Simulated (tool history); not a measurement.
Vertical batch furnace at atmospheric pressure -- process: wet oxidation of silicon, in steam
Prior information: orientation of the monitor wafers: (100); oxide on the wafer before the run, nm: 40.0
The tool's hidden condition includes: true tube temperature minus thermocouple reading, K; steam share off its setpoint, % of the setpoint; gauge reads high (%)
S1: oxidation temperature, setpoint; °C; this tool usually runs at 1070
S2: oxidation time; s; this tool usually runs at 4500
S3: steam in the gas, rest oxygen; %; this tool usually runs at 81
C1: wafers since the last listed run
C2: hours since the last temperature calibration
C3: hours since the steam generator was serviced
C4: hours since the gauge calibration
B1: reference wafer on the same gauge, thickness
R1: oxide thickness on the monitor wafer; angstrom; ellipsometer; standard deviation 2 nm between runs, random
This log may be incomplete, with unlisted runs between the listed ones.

run    hour    S1    S2  S3    C1      C2      C3      C4      B1      R1
  1       0  1059  4500  81     0     792  2854.8     481     617  5430.4
  2      49  1059  4500  81   563     841  2903.8     530  617.53  5466.2
  3   137.4  1059  4500  81  1016   929.4  2992.2   618.4   618.3  5422.7
  4   244.4  1070  4500  72  1230  1036.4  3099.2   725.4  617.08  5356.8
  5     289  1070  4500  72   513    1081  3143.8     770  617.99  5395.4
  6   352.6  1070  4500  73   731  1144.6  3207.4   833.6  618.07  5449.5
  7   459.7  1070  4500  81  1231  1251.7  3314.5   940.7  617.45  5688.4
  8   511.3  1087  4500  87   593  1303.3  3366.1   992.3  618.17  6383.6
  9     549  1070  3930  81   433    1341  3403.8    1030  618.07  5344.8
 10     614  1070  3930  81   747    1406  3468.8    1095  618.06  5286.4
 11   662.4  1070  3930  81   556  1454.4  3517.2  1143.4  617.46  5292.1
      741.9  -- steam generator serviced
 12   742.4  1070  2790  81   644  1534.4     0.5  1223.4  618.55  4505.3
 13   762.1  1070  4500  81   226  1554.1    20.2  1243.1  617.33  5943.9
 14   840.2  1070  4500  81   898  1632.2    98.3  1321.2  617.88  5897.3
 15   934.2  1070  4500  81  1081  1726.2   192.3  1415.2  617.71  5890.9
 16   976.7  1070  3930  81   488  1768.7   234.8  1457.7  618.11  5443.7
 17  1069.3  1059  4500  81  1065  1861.3   327.4  1550.3  617.56  5597.5
 18  1114.8  1054  5880  71   523  1906.8   372.9  1595.8  618.56  5894.4
 19  1189.2  1070  4500  81   855  1981.2   447.3  1670.2  619.05  5856.4
 20    1396  1070  5430  81  2378    2188   654.1    1877  617.72  6459.8
     1427.1  -- thermocouples replaced and temperature profile calibrated
 21  1473.6  1087  4500  81   616    46.5   731.7  1954.6  617.74    6232
     1477.8  -- gauge calibrated
 22  1552.3  1070  3360  81   905   125.2   810.4    74.5  618.39  4895.6
 23  1612.7  1070  3480  77   694   185.6   870.8   134.9  617.59  4864.6
 24  1654.6  1057  4500  81   481   227.5   912.7   176.8  618.48  5513.6
 25  1737.6  1070  2640  89   954   310.5   995.7   259.8  617.85  4500.4
 26    1800  1070  2880  87   717   372.9  1058.1   322.2   617.6  4659.3
 27  1843.3  1056  2970  76   498   416.2  1101.4   365.5  617.84  4074.7
 28  1925.7  1070  6420  81   947   498.6  1183.8   447.9  618.31  7045.2
 29  1999.9  1070  4500  81   853   572.8    1258   522.1  617.42  5776.3
 30  2080.3  1050  6180  92   924   653.2  1338.4   602.5  617.97  6797.9

Predict each of these 4 candidate next runs independently; none follows another, all start after run 30:
  A  2085.3  1070  4500  81  57  658.2  1343.4  607.5   ?   ?
  B  2085.3  1083  5910  81  57  658.2  1343.4  607.5   ?   ?
  C  2085.3  1089  2880  69  57  658.2  1343.4  607.5   ?   ?
  D  2085.3  1070  4500  86  57  658.2  1343.4  607.5   ?   ?

run      B1      R1
  A  618.05  5747.3
  B  618.05  7066.7
  C  618.05  4419.4
  D  618.05  5946.4
What these runs would have given with no unlogged condition in the tool:
run      R1
  A  5926.6
  B    7281
  C  4557.3
  D  6131.4

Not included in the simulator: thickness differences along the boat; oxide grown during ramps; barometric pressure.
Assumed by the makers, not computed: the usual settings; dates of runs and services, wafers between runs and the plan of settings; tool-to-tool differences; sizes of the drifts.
